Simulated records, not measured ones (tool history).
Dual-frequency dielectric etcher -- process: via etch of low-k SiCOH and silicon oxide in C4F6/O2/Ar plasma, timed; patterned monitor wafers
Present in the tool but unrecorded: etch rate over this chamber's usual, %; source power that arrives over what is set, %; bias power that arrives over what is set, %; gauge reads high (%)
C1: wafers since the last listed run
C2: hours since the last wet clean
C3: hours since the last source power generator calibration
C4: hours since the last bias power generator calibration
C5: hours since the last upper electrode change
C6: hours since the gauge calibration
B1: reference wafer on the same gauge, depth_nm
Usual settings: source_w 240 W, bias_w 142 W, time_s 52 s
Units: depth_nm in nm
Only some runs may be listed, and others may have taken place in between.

run 1 hour=0 | source_w=240 bias_w=142 time_s=41.5 | C1=0 C2=396.3 C3=1242.7 C4=2703.5 C5=4888 C6=552.6 | B1=95 | depth_nm=81.4
run 2 hour=33.3 | source_w=240 bias_w=163 time_s=52 | C1=256 C2=429.6 C3=1276 C4=2736.8 C5=4921.3 C6=585.9 | B1=95.1 | depth_nm=105.4
run 3 hour=65.3 | source_w=240 bias_w=163 time_s=52 | C1=246 C2=461.6 C3=1308 C4=2768.8 C5=4953.3 C6=617.9 | B1=94.9 | depth_nm=105.1
run 4 hour=91.6 | source_w=240 bias_w=142 time_s=52 | C1=202 C2=487.9 C3=1334.3 C4=2795.1 C5=4979.6 C6=644.2 | B1=95 | depth_nm=102.1
-- hour=100.2 bias power generator calibrated
run 5 hour=117.2 | source_w=240 bias_w=142 time_s=52 | C1=166 C2=513.5 C3=1359.9 C4=17 C5=5005.2 C6=669.8 | B1=94.9 | depth_nm=101.3
-- hour=164.6 wet clean of the chamber
run 6 hour=165.1 | source_w=240 bias_w=142 time_s=52 | C1=184 C2=0.5 C3=1407.8 C4=64.9 C5=5053.1 C6=717.7 | B1=95 | depth_nm=104.9
run 7 hour=165.4 | source_w=240 bias_w=142 time_s=52 | C1=2 C2=0.8 C3=1408.1 C4=65.2 C5=5053.4 C6=718 | B1=95.1 | depth_nm=104.8
run 8 hour=187.6 | source_w=240 bias_w=142 time_s=52 | C1=171 C2=23 C3=1430.3 C4=87.4 C5=5075.6 C6=740.2 | B1=94.8 | depth_nm=105
run 9 hour=212 | source_w=240 bias_w=142 time_s=52 | C1=188 C2=47.4 C3=1454.7 C4=111.8 C5=5100 C6=764.6 | B1=95 | depth_nm=104.8
run 10 hour=261.1 | source_w=240 bias_w=155 time_s=52 | C1=378 C2=96.5 C3=1503.8 C4=160.9 C5=5149.1 C6=813.7 | B1=95.2 | depth_nm=105.4
run 11 hour=287 | source_w=240 bias_w=155 time_s=52 | C1=199 C2=122.4 C3=1529.7 C4=186.8 C5=5175 C6=839.6 | B1=95 | depth_nm=106.2
run 12 hour=316.4 | source_w=240 bias_w=142 time_s=52 | C1=226 C2=151.8 C3=1559.1 C4=216.2 C5=5204.4 C6=869 | B1=95.2 | depth_nm=103.2
run 13 hour=332.4 | source_w=200 bias_w=177 time_s=60 | C1=123 C2=167.8 C3=1575.1 C4=232.2 C5=5220.4 C6=885 | B1=95 | depth_nm=119.3
-- hour=340.9 gauge calibrated
run 14 hour=357.2 | source_w=240 bias_w=142 time_s=52 | C1=191 C2=192.6 C3=1599.9 C4=257 C5=5245.2 C6=16.3 | B1=94.9 | depth_nm=102.6
-- hour=381.7 upper electrode replaced
run 15 hour=425.1 | source_w=240 bias_w=142 time_s=52 | C1=338 C2=260.5 C3=1667.8 C4=324.9 C5=43.4 C6=84.2 | B1=94.9 | depth_nm=102.1
run 16 hour=444.9 | source_w=260 bias_w=142 time_s=52 | C1=152 C2=280.3 C3=1687.6 C4=344.7 C5=63.2 C6=104 | B1=94.7 | depth_nm=104.9
run 17 hour=463 | source_w=210 bias_w=121 time_s=62 | C1=139 C2=298.4 C3=1705.7 C4=362.8 C5=81.3 C6=122.1 | B1=95 | depth_nm=114
run 18 hour=479.9 | source_w=240 bias_w=110 time_s=45.5 | C1=130 C2=315.3 C3=1722.6 C4=379.7 C5=98.2 C6=139 | B1=94.7 | depth_nm=84.4
run 19 hour=511.9 | source_w=240 bias_w=116 time_s=64 | C1=246 C2=347.3 C3=1754.6 C4=411.7 C5=130.2 C6=171 | B1=94.8 | depth_nm=120.7
run 20 hour=527 | source_w=240 bias_w=142 time_s=52 | C1=116 C2=362.4 C3=1769.7 C4=426.8 C5=145.3 C6=186.1 | B1=94.9 | depth_nm=102.2
-- hour=537.4 source power generator calibrated
run 21 hour=556.8 | source_w=240 bias_w=142 time_s=37.5 | C1=198 C2=392.2 C3=19.4 C4=456.6 C5=175.1 C6=215.9 | B1=95 | depth_nm=73.1
run 22 hour=581.7 | source_w=190 bias_w=176 time_s=58 | C1=192 C2=417.1 C3=44.3 C4=481.5 C5=200 C6=240.8 | B1=95 | depth_nm=113.1
run 23 hour=601.6 | source_w=200 bias_w=155 time_s=52 | C1=153 C2=437 C3=64.2 C4=501.4 C5=219.9 C6=260.7 | B1=95.1 | depth_nm=98.4
run 24 hour=618.7 | source_w=240 bias_w=171 time_s=42.5 | C1=131 C2=454.1 C3=81.3 C4=518.5 C5=237 C6=277.8 | B1=94.9 | depth_nm=86.1
run 25 hour=645.3 | source_w=210 bias_w=142 time_s=37 | C1=205 C2=480.7 C3=107.9 C4=545.1 C5=263.6 C6=304.4 | B1=95 | depth_nm=69.3
run 26 hour=680.8 | source_w=240 bias_w=142 time_s=52 | C1=273 C2=516.2 C3=143.4 C4=580.6 C5=299.1 C6=339.9 | B1=95.1 | depth_nm=100.2
run 27 hour=696.9 | source_w=200 bias_w=172 time_s=52 | C1=124 C2=532.3 C3=159.5 C4=596.7 C5=315.2 C6=356 | B1=95 | depth_nm=99.3
run 28 hour=723.8 | source_w=210 bias_w=121 time_s=62 | C1=207 C2=559.2 C3=186.4 C4=623.6 C5=342.1 C6=382.9 | B1=95.1 | depth_nm=111
-- hour=756.4 wet clean of the chamber
run 29 hour=756.9 | source_w=240 bias_w=142 time_s=52 | C1=70 C2=0.5 C3=219.5 C4=656.7 C5=375.2 C6=416 | B1=94.9 | depth_nm=105.1
run 30 hour=768.6 | source_w=220 bias_w=131 time_s=43.5 | C1=90 C2=12.2 C3=231.2 C4=668.4 C5=386.9 C6=427.7 | B1=95 | depth_nm=84.9
run 31 hour=788.8 | source_w=200 bias_w=153 time_s=43.5 | C1=155 C2=32.4 C3=251.4 C4=688.6 C5=407.1 C6=447.9 | B1=95 | depth_nm=85.5

For each entry between runs, how does the tool's hidden state at the last listed run before it compare with that at the first listed run after it?
Runs 4 to 5: bias power generator calibrated (hour 100.2)
  etch rate over this chamber's usual, %: -3.65 -> -3.85
  the result without the hidden state subtracted from the measured one, depth_nm: -3.9 -> -4 nm
Runs 5 to 6: wet clean of the chamber (hour 164.6)
  etch rate over this chamber's usual, %: -3.85 -> -0.794
  the result without the hidden state subtracted from the measured one, depth_nm: -4 -> -0.8 nm
Runs 13 to 14: gauge calibrated (hour 340.9)
  etch rate over this chamber's usual, %: -2.05 -> -2.23
  the result without the hidden state subtracted from the measured one, depth_nm: -2.5 -> -2.3 nm
Runs 14 to 15: upper electrode replaced (hour 381.7)
  etch rate over this chamber's usual, %: -2.23 -> -2.74
  the result without the hidden state subtracted from the measured one, depth_nm: -2.3 -> -2.9 nm
Runs 20 to 21: source power generator calibrated (hour 537.4)
  etch rate over this chamber's usual, %: -3.5 -> -3.73
  the result without the hidden state subtracted from the measured one, depth_nm: -3.7 -> -2.8 nm
Runs 28 to 29: wet clean of the chamber (hour 756.4)
  etch rate over this chamber's usual, %: -4.97 -> -0.327
  the result without the hidden state subtracted from the measured one, depth_nm: -5.8 -> -0.4 nm
